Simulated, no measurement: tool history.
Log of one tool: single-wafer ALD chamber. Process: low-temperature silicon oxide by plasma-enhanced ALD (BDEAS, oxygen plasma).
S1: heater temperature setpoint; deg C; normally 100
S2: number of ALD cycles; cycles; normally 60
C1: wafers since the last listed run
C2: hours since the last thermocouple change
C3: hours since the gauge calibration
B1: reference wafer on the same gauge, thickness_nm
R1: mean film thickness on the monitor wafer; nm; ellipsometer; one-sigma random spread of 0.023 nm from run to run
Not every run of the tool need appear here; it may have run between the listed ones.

run   hour   S1  S2   C1      C2     C3      B1      R1
  1      0  100  60    0     681  362.4  10.778   9.304
  2   17.1  100  60  107   698.1  379.5  10.777   9.321
  3     43  100  50  163     724  405.4  10.778   7.743
  4   67.1  100  60  151   748.1  429.5  10.777   9.327
  5   97.4  108  60  190   778.4  459.8  10.777   9.123
  6  118.6  108  60  133   799.6    481  10.783   9.185
  7  149.5   89  57  194   830.5  511.9   10.78   9.101
  8  167.4  100  60  112   848.4  529.8  10.782   9.321
  9  180.1  100  60   79   861.1  542.5   10.78   9.292
 10  198.2  100  60  113   879.2  560.6  10.783   9.285
 11  224.5  100  60  165   905.5  586.9  10.782   9.288
 12  242.6   97  54  113   923.6    605   10.78    8.39
 13  263.8   97  54  133   944.8  626.2  10.782   8.389
 14  288.4  100  60  154   969.4  650.8  10.786   9.313
 15  313.8  100  68  159   994.8  676.2  10.779  10.509
 16  327.2  100  68   84  1008.2  689.6   10.78  10.534
 17  348.3  100  68  132  1029.3  710.7  10.782  10.559
 18  363.8  100  60   97  1044.8  726.2  10.781   9.257
 19    385  100  60  133    1066  747.4  10.778   9.298
 20  414.7  100  60  187  1095.7  777.1  10.785    9.32
     456.4  -- thermocouple changed; heater temperature recalibrated
 21  483.9  100  60  385    27.5  846.3  10.781   9.238
 22  500.7  114  65  105    44.3  863.1  10.783   9.799
 23  514.9  112  66   89    58.5  877.3  10.778   9.961
 24  528.5   87  65   85    72.1  890.9  10.782  10.349
 25  542.5  100  60   88    86.1  904.9  10.777   9.239
 26  576.5  104  71  214   120.1  938.9  10.785  10.875
 27  608.6  109  60  202   152.2    971  10.777   9.098
     636.7  -- thermocouple changed; heater temperature recalibrated, repeated, since the last time left the tool worse
 28  637.2  113  63  129     0.5  999.6   10.78   9.612
     665.4  -- gauge calibrated
 29    668  104  71  193    31.3    2.6  10.776   11.03
 30  690.3  100  60  140    53.6   24.9   10.78   9.367
 31  718.3  110  63  176    81.6   52.9  10.785   9.652
 32  752.3  100  60  214   115.6   86.9  10.778   9.328
 33    774   94  72  136   137.3  108.6  10.779  11.368
 34  786.2  104  71   76   149.5  120.8  10.785  10.954
 35  882.2  106  68  604   245.5  216.8  10.783  10.499
 36    905  100  69  143   268.3  239.6   10.78  10.704
 37    929  100  60  151   292.3  263.6  10.784   9.301
 38  964.3  109  51  222   327.6  298.9  10.779   7.829

Run 39 comes next. What will it give?
 39   992  111  60  174  355.3  326.6   ?   ?

B1: 10.781
R1: 9.141 nm
The same run, on a tool lacking any hidden state, would have yielded R1 9.173 nm.

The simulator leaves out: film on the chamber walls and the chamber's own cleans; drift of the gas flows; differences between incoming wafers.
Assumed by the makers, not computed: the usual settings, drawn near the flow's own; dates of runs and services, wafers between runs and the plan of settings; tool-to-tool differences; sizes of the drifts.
